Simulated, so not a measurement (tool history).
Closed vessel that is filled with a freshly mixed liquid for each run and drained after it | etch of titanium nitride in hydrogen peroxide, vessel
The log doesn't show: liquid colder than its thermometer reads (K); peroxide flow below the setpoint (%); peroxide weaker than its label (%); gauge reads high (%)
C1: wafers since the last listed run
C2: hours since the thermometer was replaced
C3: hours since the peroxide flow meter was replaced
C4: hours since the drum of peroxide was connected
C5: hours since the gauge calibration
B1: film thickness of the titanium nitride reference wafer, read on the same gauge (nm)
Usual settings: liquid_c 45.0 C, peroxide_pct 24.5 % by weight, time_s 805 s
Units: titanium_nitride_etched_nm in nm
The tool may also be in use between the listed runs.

run 1 hour=0.0 | liquid_c=45.0 peroxide_pct=24.5 time_s=805 | C1=0 C2=810.5 C3=1923.1 C4=131.0 C5=79.5 | B1=29.99 | titanium_nitride_etched_nm=28.12
run 2 hour=24.3 | liquid_c=45.0 peroxide_pct=24.5 time_s=610 | C1=1464 C2=834.8 C3=1947.4 C4=155.3 C5=103.8 | B1=30.03 | titanium_nitride_etched_nm=21.05
run 3 hour=47.3 | liquid_c=45.0 peroxide_pct=24.5 time_s=610 | C1=1386 C2=857.8 C3=1970.4 C4=178.3 C5=126.8 | B1=30.00 | titanium_nitride_etched_nm=21.00
run 4 hour=71.9 | liquid_c=45.0 peroxide_pct=24.5 time_s=805 | C1=1483 C2=882.4 C3=1995.0 C4=202.9 C5=151.4 | B1=29.99 | titanium_nitride_etched_nm=27.63
run 5 hour=95.6 | liquid_c=45.0 peroxide_pct=24.5 time_s=570 | C1=1428 C2=906.1 C3=2018.7 C4=226.6 C5=175.1 | B1=29.97 | titanium_nitride_etched_nm=19.66
run 6 hour=116.2 | liquid_c=45.0 peroxide_pct=24.5 time_s=805 | C1=1241 C2=926.7 C3=2039.3 C4=247.2 C5=195.7 | B1=29.96 | titanium_nitride_etched_nm=27.76
run 7 hour=131.3 | liquid_c=45.0 peroxide_pct=24.5 time_s=805 | C1=910 C2=941.8 C3=2054.4 C4=262.3 C5=210.8 | B1=29.97 | titanium_nitride_etched_nm=27.14
run 8 hour=156.5 | liquid_c=45.0 peroxide_pct=24.5 time_s=805 | C1=1519 C2=967.0 C3=2079.6 C4=287.5 C5=236.0 | B1=29.99 | titanium_nitride_etched_nm=27.53
run 9 hour=169.2 | liquid_c=45.0 peroxide_pct=26.5 time_s=805 | C1=765 C2=979.7 C3=2092.3 C4=300.2 C5=248.7 | B1=29.98 | titanium_nitride_etched_nm=28.01
run 10 hour=202.5 | liquid_c=45.0 peroxide_pct=26.5 time_s=805 | C1=2007 C2=1013.0 C3=2125.6 C4=333.5 C5=282.0 | B1=29.96 | titanium_nitride_etched_nm=27.92
run 11 hour=216.8 | liquid_c=45.0 peroxide_pct=20.0 time_s=705 | C1=862 C2=1027.3 C3=2139.9 C4=347.8 C5=296.3 | B1=30.00 | titanium_nitride_etched_nm=22.89
run 12 hour=252.5 | liquid_c=45.0 peroxide_pct=24.5 time_s=805 | C1=2152 C2=1063.0 C3=2175.6 C4=383.5 C5=332.0 | B1=30.01 | titanium_nitride_etched_nm=27.01
run 13 hour=282.1 | liquid_c=45.0 peroxide_pct=24.5 time_s=805 | C1=1784 C2=1092.6 C3=2205.2 C4=413.1 C5=361.6 | B1=29.98 | titanium_nitride_etched_nm=26.94
run 14 hour=308.9 | liquid_c=49.5 peroxide_pct=24.5 time_s=805 | C1=1615 C2=1119.4 C3=2232.0 C4=439.9 C5=388.4 | B1=29.99 | titanium_nitride_etched_nm=37.35
-- hour=322.3 gauge calibrated
run 15 hour=322.6 | liquid_c=48.5 peroxide_pct=24.5 time_s=485 | C1=825 C2=1133.1 C3=2245.7 C4=453.6 C5=0.3 | B1=29.99 | titanium_nitride_etched_nm=20.89
-- hour=357.3 peroxide flow meter replaced
run 16 hour=357.9 | liquid_c=45.0 peroxide_pct=20.0 time_s=705 | C1=2067 C2=1168.4 C3=0.6 C4=488.9 C5=35.6 | B1=29.99 | titanium_nitride_etched_nm=22.54
run 17 hour=385.4 | liquid_c=54.0 peroxide_pct=22.0 time_s=1030 | C1=1657 C2=1195.9 C3=28.1 C4=516.4 C5=63.1 | B1=30.02 | titanium_nitride_etched_nm=64.64
run 18 hour=408.8 | liquid_c=45.0 peroxide_pct=20.0 time_s=805 | C1=1410 C2=1219.3 C3=51.5 C4=539.8 C5=86.5 | B1=30.03 | titanium_nitride_etched_nm=25.53
run 19 hour=436.8 | liquid_c=40.0 peroxide_pct=24.5 time_s=385 | C1=1688 C2=1247.3 C3=79.5 C4=567.8 C5=114.5 | B1=29.99 | titanium_nitride_etched_nm=8.66
-- hour=441.2 new drum of peroxide connected
run 20 hour=453.0 | liquid_c=40.0 peroxide_pct=24.5 time_s=385 | C1=916 C2=1263.5 C3=95.7 C4=11.8 C5=130.7 | B1=30.02 | titanium_nitride_etched_nm=8.49
run 21 hour=466.8 | liquid_c=45.0 peroxide_pct=24.5 time_s=805 | C1=831 C2=1277.3 C3=109.5 C4=25.6 C5=144.5 | B1=29.98 | titanium_nitride_etched_nm=26.59
-- hour=471.0 thermometer replaced
run 22 hour=487.7 | liquid_c=36.5 peroxide_pct=27.5 time_s=805 | C1=1199 C2=16.7 C3=130.4 C4=46.5 C5=165.4 | B1=30.04 | titanium_nitride_etched_nm=17.11
run 23 hour=503.2 | liquid_c=45.0 peroxide_pct=17.5 time_s=805 | C1=934 C2=32.2 C3=145.9 C4=62.0 C5=180.9 | B1=29.98 | titanium_nitride_etched_nm=29.56
run 24 hour=537.7 | liquid_c=35.5 peroxide_pct=28.5 time_s=1125 | C1=2079 C2=66.7 C3=180.4 C4=96.5 C5=215.4 | B1=29.99 | titanium_nitride_etched_nm=22.10
run 25 hour=555.6 | liquid_c=49.0 peroxide_pct=19.0 time_s=1240 | C1=1079 C2=84.6 C3=198.3 C4=114.4 C5=233.3 | B1=30.04 | titanium_nitride_etched_nm=61.43
run 26 hour=585.4 | liquid_c=54.5 peroxide_pct=24.5 time_s=430 | C1=1796 C2=114.4 C3=228.1 C4=144.2 C5=263.1 | B1=30.01 | titanium_nitride_etched_nm=33.42
run 27 hour=600.6 | liquid_c=50.0 peroxide_pct=22.5 time_s=805 | C1=916 C2=129.6 C3=243.3 C4=159.4 C5=278.3 | B1=30.00 | titanium_nitride_etched_nm=43.90

Forecast each of these 3 alternatives for the next run:
run A hour=601.5 | liquid_c=45.0 peroxide_pct=24.5 time_s=805 | C1=54 C2=130.5 C3=244.2 C4=160.3 C5=279.2 | B1=? | titanium_nitride_etched_nm=?
run B hour=601.5 | liquid_c=37.0 peroxide_pct=30.0 time_s=1090 | C1=54 C2=130.5 C3=244.2 C4=160.3 C5=279.2 | B1=? | titanium_nitride_etched_nm=?
run C hour=601.5 | liquid_c=49.0 peroxide_pct=24.5 time_s=1050 | C1=54 C2=130.5 C3=244.2 C4=160.3 C5=279.2 | B1=? | titanium_nitride_etched_nm=?

run=A B1=30.00 titanium_nitride_etched_nm=31.52
run=B B1=30.00 titanium_nitride_etched_nm=24.18
run=C B1=30.00 titanium_nitride_etched_nm=55.20
Without the tool's hidden state the same runs would have given:
run=A titanium_nitride_etched_nm=32.06
run=B titanium_nitride_etched_nm=24.62
run=C titanium_nitride_etched_nm=56.13

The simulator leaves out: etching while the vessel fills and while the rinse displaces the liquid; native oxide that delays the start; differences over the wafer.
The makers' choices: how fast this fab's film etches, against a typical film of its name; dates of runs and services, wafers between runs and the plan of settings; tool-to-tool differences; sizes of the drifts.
